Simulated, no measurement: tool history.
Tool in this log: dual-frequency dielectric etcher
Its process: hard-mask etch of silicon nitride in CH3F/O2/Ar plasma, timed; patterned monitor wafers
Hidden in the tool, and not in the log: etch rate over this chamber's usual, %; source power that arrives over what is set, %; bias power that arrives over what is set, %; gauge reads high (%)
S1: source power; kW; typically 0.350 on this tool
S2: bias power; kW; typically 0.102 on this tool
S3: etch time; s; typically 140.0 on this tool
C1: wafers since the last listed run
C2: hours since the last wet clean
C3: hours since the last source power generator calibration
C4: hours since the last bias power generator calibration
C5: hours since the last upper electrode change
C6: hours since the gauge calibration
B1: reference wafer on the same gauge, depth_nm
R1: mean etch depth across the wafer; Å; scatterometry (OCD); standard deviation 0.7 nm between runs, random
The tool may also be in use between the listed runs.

| run | hour | S1 | S2 | S3 | C1 | C2 | C3 | C4 | C5 | C6 | B1 | R1 |
|---|---|---|---|---|---|---|---|---|---|---|---|---|
| 1 | 0.0 | 0.350 | 0.102 | 154.0 | 0 | 426.8 | 1689.5 | 1227.2 | 4255.2 | 334.3 | 117.9 | 1340 |
|  | 44.4 | wet clean of the chamber |
| 2 | 45.2 | 0.350 | 0.102 | 154.0 | 133 | 0.8 | 1734.7 | 1272.4 | 4300.4 | 379.5 | 118.1 | 1278 |
| 3 | 100.8 | 0.350 | 0.102 | 154.0 | 349 | 56.4 | 1790.3 | 1328.0 | 4356.0 | 435.1 | 118.1 | 1287 |
| 4 | 150.5 | 0.350 | 0.102 | 173.0 | 312 | 106.1 | 1840.0 | 1377.7 | 4405.7 | 484.8 | 118.0 | 1458 |
| 5 | 176.8 | 0.350 | 0.102 | 173.0 | 165 | 132.4 | 1866.3 | 1404.0 | 4432.0 | 511.1 | 118.1 | 1450 |
| 6 | 207.7 | 0.350 | 0.102 | 140.0 | 194 | 163.3 | 1897.2 | 1434.9 | 4462.9 | 542.0 | 118.0 | 1182 |
| 7 | 264.7 | 0.350 | 0.102 | 140.0 | 358 | 220.3 | 1954.2 | 1491.9 | 4519.9 | 599.0 | 118.0 | 1189 |
|  | 266.0 | gauge calibrated |
| 8 | 336.6 | 0.350 | 0.102 | 140.0 | 452 | 292.2 | 2026.1 | 1563.8 | 4591.8 | 70.6 | 117.9 | 1198 |
| 9 | 385.4 | 0.350 | 0.102 | 140.0 | 307 | 341.0 | 2074.9 | 1612.6 | 4640.6 | 119.4 | 118.0 | 1216 |
| 10 | 421.9 | 0.350 | 0.096 | 109.0 | 229 | 377.5 | 2111.4 | 1649.1 | 4677.1 | 155.9 | 118.0 | 921 |
|  | 495.0 | wet clean of the chamber |
| 11 | 495.5 | 0.350 | 0.096 | 109.0 | 312 | 0.5 | 2185.0 | 1722.7 | 4750.7 | 229.5 | 118.0 | 872 |
|  | 511.3 | source power generator calibrated |
| 12 | 542.2 | 0.310 | 0.102 | 169.0 | 268 | 47.2 | 30.9 | 1769.4 | 4797.4 | 276.2 | 118.1 | 1339 |
| 13 | 608.3 | 0.350 | 0.125 | 166.0 | 415 | 113.3 | 97.0 | 1835.5 | 4863.5 | 342.3 | 117.9 | 1468 |
| 14 | 640.6 | 0.280 | 0.081 | 140.0 | 203 | 145.6 | 129.3 | 1867.8 | 4895.8 | 374.6 | 117.9 | 1013 |
|  | 675.9 | upper electrode replaced |
|  | 687.3 | bias power generator calibrated |
| 15 | 689.0 | 0.350 | 0.102 | 129.0 | 128 | 194.0 | 177.7 | 1.7 | 13.1 | 423.0 | 117.9 | 1091 |
| 16 | 723.4 | 0.420 | 0.086 | 98.5 | 216 | 228.4 | 212.1 | 36.1 | 47.5 | 457.4 | 118.1 | 836 |
| 17 | 752.4 | 0.370 | 0.102 | 168.0 | 182 | 257.4 | 241.1 | 65.1 | 76.5 | 486.4 | 118.0 | 1440 |
| 18 | 810.9 | 0.350 | 0.102 | 140.0 | 368 | 315.9 | 299.6 | 123.6 | 135.0 | 544.9 | 117.9 | 1184 |
|  | 825.5 | gauge calibrated |
| 19 | 919.6 | 0.290 | 0.084 | 102.5 | 683 | 424.6 | 408.3 | 232.3 | 243.7 | 94.1 | 118.0 | 780 |
|  | 968.9 | wet clean of the chamber |
| 20 | 976.7 | 0.290 | 0.095 | 179.0 | 208 | 7.8 | 465.4 | 289.4 | 300.8 | 151.2 | 117.9 | 1377 |
| 21 | 1024.0 | 0.350 | 0.102 | 140.0 | 297 | 55.1 | 512.7 | 336.7 | 348.1 | 198.5 | 118.1 | 1168 |
| 22 | 1061.2 | 0.350 | 0.102 | 140.0 | 234 | 92.3 | 549.9 | 373.9 | 385.3 | 235.7 | 117.8 | 1165 |
| 23 | 1109.2 | 0.350 | 0.102 | 140.0 | 301 | 140.3 | 597.9 | 421.9 | 433.3 | 283.7 | 118.0 | 1180 |

Branching from run 23: 5 alternative next runs. What would each branch give?
| A | 1109.7 | 0.350 | 0.102 | 140.0 | 3 | 140.8 | 598.4 | 422.4 | 433.8 | 284.2 | ? | ? |
| B | 1109.7 | 0.350 | 0.102 | 160.0 | 3 | 140.8 | 598.4 | 422.4 | 433.8 | 284.2 | ? | ? |
| C | 1109.7 | 0.350 | 0.102 | 99.5 | 3 | 140.8 | 598.4 | 422.4 | 433.8 | 284.2 | ? | ? |
| D | 1109.7 | 0.420 | 0.079 | 140.0 | 3 | 140.8 | 598.4 | 422.4 | 433.8 | 284.2 | ? | ? |
| E | 1109.7 | 0.350 | 0.088 | 140.0 | 3 | 140.8 | 598.4 | 422.4 | 433.8 | 284.2 | ? | ? |

| run | B1 | R1 |
|---|---|---|
| A | 118.1 | 1177 |
| B | 118.1 | 1345 |
| C | 118.1 | 836 |
| D | 118.1 | 1157 |
| E | 118.1 | 1125 |
Take away the tool's hidden state, keep each run's random variation, and the runs would have read:
| run | R1 |
|---|---|
| A | 1161 |
| B | 1327 |
| C | 825 |
| D | 1141 |
| E | 1110 |
